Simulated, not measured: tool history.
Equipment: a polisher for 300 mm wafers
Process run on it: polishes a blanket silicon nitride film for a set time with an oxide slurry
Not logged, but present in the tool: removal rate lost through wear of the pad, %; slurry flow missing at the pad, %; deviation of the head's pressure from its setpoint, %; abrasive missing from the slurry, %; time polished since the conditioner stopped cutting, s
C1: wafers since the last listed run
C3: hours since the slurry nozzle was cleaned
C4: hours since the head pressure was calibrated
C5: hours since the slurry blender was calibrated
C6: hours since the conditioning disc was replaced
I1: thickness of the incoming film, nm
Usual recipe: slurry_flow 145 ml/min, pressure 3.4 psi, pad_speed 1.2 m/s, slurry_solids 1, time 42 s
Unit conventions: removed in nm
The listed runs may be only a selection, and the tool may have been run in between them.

{"run": 1, "hour": 0.0, "slurry_flow": 145, "pressure": 3.4, "pad_speed": 1.2, "slurry_solids": 1, "time": 42, "C1": 0, "wafers polished on this pad": 6539, "C3": 368.8, "C4": 317.1, "C5": 158.9, "C6": 89.7, "I1": 540.5, "removed": 34.3}
{"hour": 92.8, "done": "worn pad replaced by a new one, of another model than before"}
{"hour": 132.3, "done": "slurry nozzle cleaned"}
{"run": 2, "hour": 182.4, "slurry_flow": 145, "pressure": 3.4, "pad_speed": 1.2, "slurry_solids": 1, "time": 42, "C1": 2487, "wafers polished on this pad": 1242, "C3": 50.1, "C4": 499.5, "C5": 341.3, "C6": 272.1, "I1": 548.6, "removed": 35}
{"hour": 187.4, "done": "head pressure recalibrated"}
{"run": 3, "hour": 279.9, "slurry_flow": 145, "pressure": 3.4, "pad_speed": 1.2, "slurry_solids": 1, "time": 42, "C1": 1339, "wafers polished on this pad": 2581, "C3": 147.6, "C4": 92.5, "C5": 438.8, "C6": 369.6, "I1": 535.7, "removed": 34.9}
{"run": 4, "hour": 332.0, "slurry_flow": 145, "pressure": 3.4, "pad_speed": 1.2, "slurry_solids": 1, "time": 42, "C1": 730, "wafers polished on this pad": 3311, "C3": 199.7, "C4": 144.6, "C5": 490.9, "C6": 421.7, "I1": 547.4, "removed": 34}
{"hour": 376.6, "done": "slurry blender recalibrated"}
{"run": 5, "hour": 384.4, "slurry_flow": 145, "pressure": 3.4, "pad_speed": 1.2, "slurry_solids": 1, "time": 42, "C1": 706, "wafers polished on this pad": 4018, "C3": 252.1, "C4": 197, "C5": 7.8, "C6": 474.1, "I1": 543, "removed": 34.3}
{"hour": 460.2, "done": "conditioning disc replaced and pad reconditioned"}
{"run": 6, "hour": 460.6, "slurry_flow": 145, "pressure": 3.4, "pad_speed": 1.2, "slurry_solids": 1, "time": 42, "C1": 1040, "wafers polished on this pad": 5059, "C3": 328.3, "C4": 273.2, "C5": 84, "C6": 0.4, "I1": 542.3, "removed": 32.9}
{"run": 7, "hour": 507.1, "slurry_flow": 145, "pressure": 3.4, "pad_speed": 1.2, "slurry_solids": 1, "time": 42, "C1": 652, "wafers polished on this pad": 5711, "C3": 374.8, "C4": 319.7, "C5": 130.5, "C6": 46.9, "I1": 545.9, "removed": 32.1}
{"hour": 547.1, "done": "worn pad replaced by a new one"}
{"run": 8, "hour": 562.5, "slurry_flow": 145, "pressure": 3.4, "pad_speed": 1.2, "slurry_solids": 1, "time": 42, "C1": 720, "wafers polished on this pad": 215, "C3": 430.2, "C4": 375.1, "C5": 185.9, "C6": 102.3, "I1": 546, "removed": 32.4}
{"hour": 609.9, "done": "slurry nozzle cleaned"}
{"run": 9, "hour": 642.4, "slurry_flow": 145, "pressure": 3.4, "pad_speed": 1.2, "slurry_solids": 1.25, "time": 47, "C1": 1106, "wafers polished on this pad": 1321, "C3": 32.5, "C4": 455, "C5": 265.8, "C6": 182.2, "I1": 541.5, "removed": 45.1}
{"run": 10, "hour": 739.6, "slurry_flow": 145, "pressure": 3.4, "pad_speed": 1.2, "slurry_solids": 1, "time": 42, "C1": 1362, "wafers polished on this pad": 2684, "C3": 129.7, "C4": 552.2, "C5": 363, "C6": 279.4, "I1": 532.6, "removed": 35.2}
{"hour": 775.5, "done": "head pressure recalibrated"}
{"run": 11, "hour": 816.8, "slurry_flow": 145, "pressure": 4.5, "pad_speed": 1.48, "slurry_solids": 0.75, "time": 42, "C1": 1054, "wafers polished on this pad": 3739, "C3": 206.9, "C4": 41.3, "C5": 440.2, "C6": 356.6, "I1": 542.5, "removed": 37.3}
{"hour": 910.7, "done": "conditioning disc replaced and pad reconditioned"}
{"run": 12, "hour": 923.6, "slurry_flow": 145, "pressure": 3.4, "pad_speed": 1.2, "slurry_solids": 1, "time": 37, "C1": 1469, "wafers polished on this pad": 5208, "C3": 313.7, "C4": 148.1, "C5": 547, "C6": 12.9, "I1": 552.9, "removed": 29.2}
{"hour": 971.0, "done": "slurry blender recalibrated"}
{"run": 13, "hour": 972.0, "slurry_flow": 190, "pressure": 3.4, "pad_speed": 0.98, "slurry_solids": 1, "time": 42, "C1": 650, "wafers polished on this pad": 5859, "C3": 362.1, "C4": 196.5, "C5": 1, "C6": 61.3, "I1": 540.9, "removed": 31.9}
{"run": 14, "hour": 1061.3, "slurry_flow": 145, "pressure": 3.4, "pad_speed": 1.2, "slurry_solids": 1, "time": 42, "C1": 1252, "wafers polished on this pad": 7111, "C3": 451.4, "C4": 285.8, "C5": 90.3, "C6": 150.6, "I1": 546.6, "removed": 31.5}
{"hour": 1100.9, "done": "worn pad replaced by a new one"}
{"run": 15, "hour": 1106.4, "slurry_flow": 175, "pressure": 3.4, "pad_speed": 1.2, "slurry_solids": 1, "time": 42, "C1": 576, "wafers polished on this pad": 77, "C3": 496.5, "C4": 330.9, "C5": 135.4, "C6": 195.7, "I1": 546.1, "removed": 32.9}
{"hour": 1167.9, "done": "slurry nozzle cleaned"}
{"run": 16, "hour": 1171.5, "slurry_flow": 145, "pressure": 3.4, "pad_speed": 1.2, "slurry_solids": 1, "time": 42, "C1": 898, "wafers polished on this pad": 975, "C3": 3.6, "C4": 396, "C5": 200.5, "C6": 260.8, "I1": 546.5, "removed": 35.6}
{"run": 17, "hour": 1238.2, "slurry_flow": 145, "pressure": 2.2, "pad_speed": 0.8, "slurry_solids": 1, "time": 42, "C1": 935, "wafers polished on this pad": 1911, "C3": 70.3, "C4": 462.7, "C5": 267.2, "C6": 327.5, "I1": 536.3, "removed": 22.6}

Run 18 has not been measured yet. What should we expect?
{"hour": 1356.9, "done": "head pressure recalibrated"}
{"run": 18, "hour": 1454.4, "slurry_flow": 120, "pressure": 3.4, "pad_speed": 1.46, "slurry_solids": 1, "time": 42, "C1": 3003, "wafers polished on this pad": 4914, "C3": 286.5, "C4": 97.5, "C5": 483.4, "C6": 543.7, "I1": 543.5, "removed": "?"}

removed: 35.4 nm
With the hidden condition absent and the run-to-run variation left alone, this run would have shown removed 38.3 nm.
